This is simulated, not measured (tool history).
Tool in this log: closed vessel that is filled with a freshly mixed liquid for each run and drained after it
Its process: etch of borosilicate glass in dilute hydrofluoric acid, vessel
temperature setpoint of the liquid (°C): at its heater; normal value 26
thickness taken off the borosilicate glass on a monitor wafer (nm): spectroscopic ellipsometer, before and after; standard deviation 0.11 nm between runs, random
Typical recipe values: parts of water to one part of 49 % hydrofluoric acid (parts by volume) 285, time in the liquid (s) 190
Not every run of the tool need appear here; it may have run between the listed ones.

run	day	temperature setpoint of the liquid (°C)	parts of water to one part of 49 % hydrofluoric acid (parts by volume)	time in the liquid (s)	wafers since the last listed run	hours since the thermometer was replaced	hours since the hydrofluoric acid flow meter was replaced	hours since the gauge calibration	read-back film thickness of the borosilicate glass reference wafer, read on the same gauge (nm)	thickness taken off the borosilicate glass on a monitor wafer (nm)
1	0	26	285	190	0	660.1	1388.5	351.8	140.01	29.12
2	1.083	26	285	190	2833	686.1	1414.5	377.8	139.99	29.25
3	3.288	28.5	285	190	5765	739	1467.4	430.7	139.97	31.77
4	5.296	26	175	190	5252	787.2	1515.6	478.9	139.99	53.59
5	6.633	26	175	190	3498	819.3	1547.7	511	139.97	53.38
6	8.038	26	175	190	3672	853	1581.4	544.7	140	53.39
7	10.925	26	285	190	7552	922.3	1650.7	614	140.03	29.09
8	12.442	26	285	190	3966	958.7	1687.1	650.4	140.01	28.88
9	13.625	29	285	105	3095	987.1	1715.5	678.8	139.99	17.75
10	15.962	29	285	105	6113	1043.2	1771.6	734.9	140.04	17.57
# day 16.775: hydrofluoric acid flow meter replaced
11	18.067	26	200	190	5394	1093.7	31	785.4	139.98	44.84
12	19.275	26	200	190	3160	1122.7	60	814.4	140	45.04
13	21.017	26	285	190	4555	1164.5	101.8	856.2	140	28.79
14	22.392	26	285	190	3596	1197.5	134.8	889.2	139.99	28.73
15	25.079	26	285	190	7029	1262	199.3	953.7	140.01	28.76
16	26.454	21.5	195	190	3596	1295	232.3	986.7	140	39.17
# day 26.804: gauge calibrated
17	27.742	28.5	240	295	3367	1325.9	263.2	22.5	139.99	61.35
18	28.788	27.5	285	295	2735	1351	288.3	47.6	140.03	46.81
19	29.871	28.5	360	190	2833	1377	314.3	73.6	140	22.9
20	31.938	26	285	190	5405	1426.6	363.9	123.2	140.02	28.69
21	34.062	26	365	135	5557	1477.6	414.9	174.2	140.01	14.67
22	35.358	29	155	280	3389	1508.7	446	205.3	140.02	100.54
# day 36.417: thermometer replaced
23	37.338	27.5	180	105	5067	22.1	493.5	252.8	139.99	30.83
24	39.304	26	285	250	5143	69.3	540.7	300	139.99	38.94
25	40.988	26	365	135	4402	109.7	581.1	340.4	139.98	15.15
26	42.875	31	345	105	4936	155	626.4	385.7	140	14.89
27	44.862	29.5	335	225	5198	202.7	674.1	433.4	139.95	31.66
28	46.229	21	200	75	3574	235.5	706.9	466.2	140.01	15.12

How the hidden state differs across the entries between the runs, from the last listed run before each to the first after it:
After run 10, before run 11: hydrofluoric acid flow meter replaced (day 16.775)
  liquid colder than its thermometer reads (K): 0.669 -> 0.699
  difference, measured minus the result without the unlogged condition, thickness taken off the borosilicate glass on a monitor wafer (nm): -0.4 -> -1.15
After run 16, before run 17: gauge calibrated (day 26.804)
  liquid colder than its thermometer reads (K): 0.818 -> 0.836
  difference, measured minus the result without the unlogged condition, thickness taken off the borosilicate glass on a monitor wafer (nm): -1.25 -> -1.8
After run 22, before run 23: thermometer replaced (day 36.417)
  liquid colder than its thermometer reads (K): 0.944 -> 0.065
  difference, measured minus the result without the unlogged condition, thickness taken off the borosilicate glass on a monitor wafer (nm): -3.49 -> -0.07
